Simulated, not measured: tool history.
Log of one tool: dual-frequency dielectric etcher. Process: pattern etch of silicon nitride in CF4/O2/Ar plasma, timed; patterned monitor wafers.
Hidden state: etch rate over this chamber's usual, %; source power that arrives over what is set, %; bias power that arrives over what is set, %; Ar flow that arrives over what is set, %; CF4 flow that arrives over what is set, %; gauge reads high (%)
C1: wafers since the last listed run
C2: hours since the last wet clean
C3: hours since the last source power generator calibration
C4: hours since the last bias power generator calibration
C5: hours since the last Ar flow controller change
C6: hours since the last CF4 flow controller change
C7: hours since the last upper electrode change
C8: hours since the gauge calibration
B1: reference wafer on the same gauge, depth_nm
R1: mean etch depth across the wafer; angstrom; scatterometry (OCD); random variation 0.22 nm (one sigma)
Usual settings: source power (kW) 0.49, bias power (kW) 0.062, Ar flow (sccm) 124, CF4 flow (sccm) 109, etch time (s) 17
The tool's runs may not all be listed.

Run 1, hour 0: usual settings but Ar flow (sccm) 131; C1 0; C2 188.9; C3 1983; C4 4235.1; C5 5553.3; C6 2318.7; C7 5349.9; C8 315.6; B1 31.29. Result: R1 341.9 angstrom.
Run 2, hour 74.8: usual settings but source power (kW) 0.43; C1 1877; C2 263.7; C3 2057.8; C4 4309.9; C5 5628.1; C6 2393.5; C7 5424.7; C8 390.4; B1 31.37. Result: R1 310.7 angstrom.
Run 3, hour 158.3: usual settings but bias power (kW) 0.052, CF4 flow (sccm) 115; C1 2096; C2 347.2; C3 2141.3; C4 4393.4; C5 5711.6; C6 2477; C7 5508.2; C8 473.9; B1 31.49. Result: R1 323.3 angstrom.
Run 4, hour 221.8: usual settings but bias power (kW) 0.052, CF4 flow (sccm) 115; C1 1594; C2 410.7; C3 2204.8; C4 4456.9; C5 5775.1; C6 2540.5; C7 5571.7; C8 537.4; B1 31.72. Result: R1 327.1 angstrom.
At hour 249.1: gauge calibrated.
At hour 325.1: wet clean of the chamber.
At hour 338.7: upper electrode replaced.
Run 5, hour 339.2: usual settings but bias power (kW) 0.052, CF4 flow (sccm) 115; C1 2003; C2 14.1; C3 2322.2; C4 4574.3; C5 5892.5; C6 2657.9; C7 0.5; C8 90.1; B1 31.11. Result: R1 318.6 angstrom.
Run 6, hour 410: usual settings; C1 1777; C2 84.9; C3 2393; C4 4645.1; C5 5963.3; C6 2728.7; C7 71.3; C8 160.9; B1 31.22. Result: R1 345.4 angstrom.
At hour 476.5: Ar flow controller replaced.
Run 7, hour 483.9: usual settings; C1 1704; C2 158.8; C3 2466.9; C4 4719; C5 7.4; C6 2802.6; C7 145.2; C8 234.8; B1 31.28. Result: R1 348.1 angstrom.
At hour 550: bias power generator calibrated.
Run 8, hour 562.7: usual settings but Ar flow (sccm) 144; C1 1877; C2 237.6; C3 2545.7; C4 12.7; C5 86.2; C6 2881.4; C7 224; C8 313.6; B1 31.43. Result: R1 337.1 angstrom.
At hour 584.9: CF4 flow controller replaced.
At hour 644.7: source power generator calibrated.
Run 9, hour 645.2: usual settings but source power (kW) 0.56, bias power (kW) 0.067, CF4 flow (sccm) 116, etch time (s) 15.5; C1 1819; C2 320.1; C3 0.5; C4 95.2; C5 168.7; C6 60.3; C7 306.5; C8 396.1; B1 31.55. Result: R1 371.6 angstrom.
Run 10, hour 728.1: usual settings but bias power (kW) 0.053; C1 2081; C2 403; C3 83.4; C4 178.1; C5 251.6; C6 143.2; C7 389.4; C8 479; B1 31.74. Result: R1 322 angstrom.
At hour 754: gauge calibrated.
Run 11, hour 773: usual settings but source power (kW) 0.42, CF4 flow (sccm) 87; C1 1127; C2 447.9; C3 128.3; C4 223; C5 296.5; C6 188.1; C7 434.3; C8 19; B1 30.9. Result: R1 299.1 angstrom.
At hour 805.8: wet clean of the chamber.
Run 12, hour 861.4: usual settings but bias power (kW) 0.073, Ar flow (sccm) 143, CF4 flow (sccm) 134; C1 1616; C2 55.6; C3 216.7; C4 311.4; C5 384.9; C6 276.5; C7 522.7; C8 107.4; B1 30.91. Result: R1 369.8 angstrom.
Run 13, hour 920.7: usual settings but Ar flow (sccm) 131; C1 1488; C2 114.9; C3 276; C4 370.7; C5 444.2; C6 335.8; C7 582; C8 166.7; B1 30.94. Result: R1 340.6 angstrom.
Run 14, hour 995.7: usual settings but source power (kW) 0.45, CF4 flow (sccm) 130, etch time (s) 13; C1 1882; C2 189.9; C3 351; C4 445.7; C5 519.2; C6 410.8; C7 657; C8 241.7; B1 31.06. Result: R1 249.3 angstrom.

4 ways to go on from here, each from the tool as it stands after run 14. What would each give?
Run A, hour 996.1: usual settings; C1 10; C2 190.3; C3 351.4; C4 446.1; C5 519.6; C6 411.2; C7 657.4; C8 242.1; B1 ?. Result: R1 ?.
Run B, hour 996.1: usual settings but Ar flow (sccm) 150; C1 10; C2 190.3; C3 351.4; C4 446.1; C5 519.6; C6 411.2; C7 657.4; C8 242.1; B1 ?. Result: R1 ?.
Run C, hour 996.1: usual settings but source power (kW) 0.53, CF4 flow (sccm) 131, etch time (s) 15; C1 10; C2 190.3; C3 351.4; C4 446.1; C5 519.6; C6 411.2; C7 657.4; C8 242.1; B1 ?. Result: R1 ?.
Run D, hour 996.1: usual settings but CF4 flow (sccm) 120, etch time (s) 15; C1 10; C2 190.3; C3 351.4; C4 446.1; C5 519.6; C6 411.2; C7 657.4; C8 242.1; B1 ?. Result: R1 ?.

run     B1     R1
  A  31.11  342.1
  B  31.11  332.4
  C  31.11  326.3
  D  31.11    304
Without the tool's hidden state the same runs would have given:
run     R1
  A  342.4
  B  332.6
  C  326.6
  D  304.2

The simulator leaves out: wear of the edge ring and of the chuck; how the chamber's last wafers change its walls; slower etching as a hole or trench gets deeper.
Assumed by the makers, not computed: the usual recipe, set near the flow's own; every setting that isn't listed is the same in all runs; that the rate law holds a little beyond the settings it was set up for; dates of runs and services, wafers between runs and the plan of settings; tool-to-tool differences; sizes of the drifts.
